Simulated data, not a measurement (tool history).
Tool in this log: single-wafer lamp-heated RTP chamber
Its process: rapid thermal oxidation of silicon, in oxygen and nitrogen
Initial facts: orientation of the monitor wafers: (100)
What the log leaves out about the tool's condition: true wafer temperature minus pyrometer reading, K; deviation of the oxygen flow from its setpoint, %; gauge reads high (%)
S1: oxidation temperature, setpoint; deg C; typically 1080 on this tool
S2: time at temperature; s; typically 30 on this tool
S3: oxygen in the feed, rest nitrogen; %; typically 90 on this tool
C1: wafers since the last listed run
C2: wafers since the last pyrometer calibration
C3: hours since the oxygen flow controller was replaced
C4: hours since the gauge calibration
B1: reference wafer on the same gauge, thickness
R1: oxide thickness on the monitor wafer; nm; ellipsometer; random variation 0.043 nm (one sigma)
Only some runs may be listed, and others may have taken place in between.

Run 1, hour 0: usual settings; C1 0; C2 2761; C3 1778.6; C4 484.9; B1 9.262. Result: R1 8.275 nm.
Run 2, hour 68.7: usual settings; C1 394; C2 3155; C3 1847.3; C4 553.6; B1 9.279. Result: R1 8.221 nm.
Run 3, hour 119.6: usual settings; C1 292; C2 3447; C3 1898.2; C4 604.5; B1 9.248. Result: R1 8.298 nm.
At hour 193.9: pyrometer window cleaned and pyrometer calibrated.
Run 4, hour 194.4: usual settings; C1 383; C2 2; C3 1973; C4 679.3; B1 9.251. Result: R1 8.21 nm.
Run 5, hour 213.6: usual settings; C1 110; C2 112; C3 1992.2; C4 698.5; B1 9.253. Result: R1 8.207 nm.
Run 6, hour 274.6: usual settings but S1 1073 deg C, S3 98 %; C1 350; C2 462; C3 2053.2; C4 759.5; B1 9.276. Result: R1 8.131 nm.
Run 7, hour 326.2: usual settings but S1 1073 deg C, S3 98 %; C1 296; C2 759; C3 2104.8; C4 811.1; B1 9.256. Result: R1 8.192 nm.
Run 8, hour 351.5: usual settings but S3 68 %; C1 145; C2 904; C3 2130.1; C4 836.4; B1 9.269. Result: R1 7.505 nm.
Run 9, hour 389.1: usual settings but S3 68 %; C1 215; C2 1119; C3 2167.7; C4 874; B1 9.259. Result: R1 7.46 nm.
Run 10, hour 438.2: usual settings but S3 68 %; C1 281; C2 1401; C3 2216.8; C4 923.1; B1 9.271. Result: R1 7.501 nm.
Run 11, hour 499.4: usual settings; C1 351; C2 1752; C3 2278; C4 984.3; B1 9.264. Result: R1 8.275 nm.
Run 12, hour 545.7: usual settings; C1 265; C2 2018; C3 2324.3; C4 1030.6; B1 9.272. Result: R1 8.288 nm.
Run 13, hour 612.8: usual settings; C1 385; C2 2403; C3 2391.4; C4 1097.7; B1 9.265. Result: R1 8.29 nm.
Run 14, hour 641.1: usual settings; C1 162; C2 2566; C3 2419.7; C4 1126; B1 9.255. Result: R1 8.249 nm.
Run 15, hour 675.2: usual settings; C1 195; C2 2761; C3 2453.8; C4 1160.1; B1 9.259. Result: R1 8.315 nm.
At hour 726.7: gauge calibrated.
Run 16, hour 743.7: usual settings but S2 41 s; C1 393; C2 3154; C3 2522.3; C4 17; B1 9.246. Result: R1 9.368 nm.
At hour 757.5: oxygen flow controller replaced.
Run 17, hour 772.9: usual settings but S2 16 s, S3 81 %; C1 121; C2 3276; C3 15.4; C4 46.2; B1 9.256. Result: R1 6.135 nm.
Run 18, hour 810.1: usual settings but S1 1072 deg C, S2 41 s, S3 98 %; C1 213; C2 3489; C3 52.6; C4 83.4; B1 9.28. Result: R1 9.225 nm.
At hour 840.3: pyrometer window cleaned and pyrometer calibrated.
Run 19, hour 840.6: usual settings but S2 21 s; C1 129; C2 1; C3 83.1; C4 113.9; B1 9.259. Result: R1 7.1 nm.
Run 20, hour 873.5: usual settings but S3 68 %; C1 188; C2 190; C3 116; C4 146.8; B1 9.269. Result: R1 7.505 nm.
Run 21, hour 903: usual settings but S1 1063 deg C, S2 36 s, S3 98 %; C1 169; C2 359; C3 145.5; C4 176.3; B1 9.259. Result: R1 8.285 nm.
Run 22, hour 951.2: usual settings but S1 1093 deg C; C1 276; C2 636; C3 193.7; C4 224.5; B1 9.255. Result: R1 8.995 nm.
Run 23, hour 1008.9: usual settings but S2 25 s; C1 331; C2 967; C3 251.4; C4 282.2; B1 9.241. Result: R1 7.661 nm.
Run 24, hour 1068.2: usual settings; C1 340; C2 1307; C3 310.7; C4 341.5; B1 9.267. Result: R1 8.19 nm.
Run 25, hour 1121.8: usual settings but S1 1105 deg C, S2 43 s, S3 98 %; C1 307; C2 1615; C3 364.3; C4 395.1; B1 9.261. Result: R1 11.717 nm.
Run 26, hour 1153.6: usual settings but S1 1091 deg C, S2 39 s; C1 182; C2 1797; C3 396.1; C4 426.9; B1 9.253. Result: R1 9.907 nm.
Run 27, hour 1220.7: usual settings; C1 385; C2 2183; C3 463.2; C4 494; B1 9.266. Result: R1 8.222 nm.
Run 28, hour 1280.9: usual settings; C1 345; C2 2528; C3 523.4; C4 554.2; B1 9.238. Result: R1 8.286 nm.
Run 29, hour 1352.2: usual settings but S1 1053 deg C, S2 42 s, S3 73 %; C1 409; C2 2937; C3 594.7; C4 625.5; B1 9.268. Result: R1 7.391 nm.
Run 30, hour 1389.5: usual settings but S3 98 %; C1 214; C2 3151; C3 632; C4 662.8; B1 9.284. Result: R1 8.498 nm.
Run 31, hour 1437.3: usual settings but S1 1050 deg C, S2 45 s, S3 65 %; C1 274; C2 3425; C3 679.8; C4 710.6; B1 9.242. Result: R1 7.245 nm.
At hour 1450: pyrometer window cleaned and pyrometer calibrated.
Run 32, hour 1468.6: usual settings but S2 35 s; C1 133; C2 106; C3 711.1; C4 741.9; B1 9.274. Result: R1 8.871 nm.
Run 33, hour 1638.8: usual settings but S1 1071 deg C, S3 98 %; C1 976; C2 1083; C3 881.3; C4 912.1; B1 9.256. Result: R1 8.012 nm.
Run 34, hour 1696.7: usual settings; C1 332; C2 1415; C3 939.2; C4 970; B1 9.257. Result: R1 8.298 nm.
Run 35, hour 1732.1: usual settings; C1 203; C2 1618; C3 974.6; C4 1005.4; B1 9.259. Result: R1 8.271 nm.
Run 36, hour 1783.1: usual settings but S1 1057 deg C, S3 67 %; C1 292; C2 1911; C3 1025.6; C4 1056.4; B1 9.256. Result: R1 6.354 nm.
Run 37, hour 1827.3: usual settings; C1 253; C2 2165; C3 1069.8; C4 1100.6; B1 9.276. Result: R1 8.176 nm.

Run 38 has not been measured yet. What should we expect?
Run 38, hour 1885.1: usual settings but S1 1101 deg C, S2 42 s, S3 69 %; C1 331; C2 2496; C3 1127.6; C4 1158.4; B1 ?. Result: R1 ?.

B1: 9.26
R1: 9.998 nm
With the hidden condition absent and the run-to-run variation left alone, this run would have shown R1 9.998 nm.
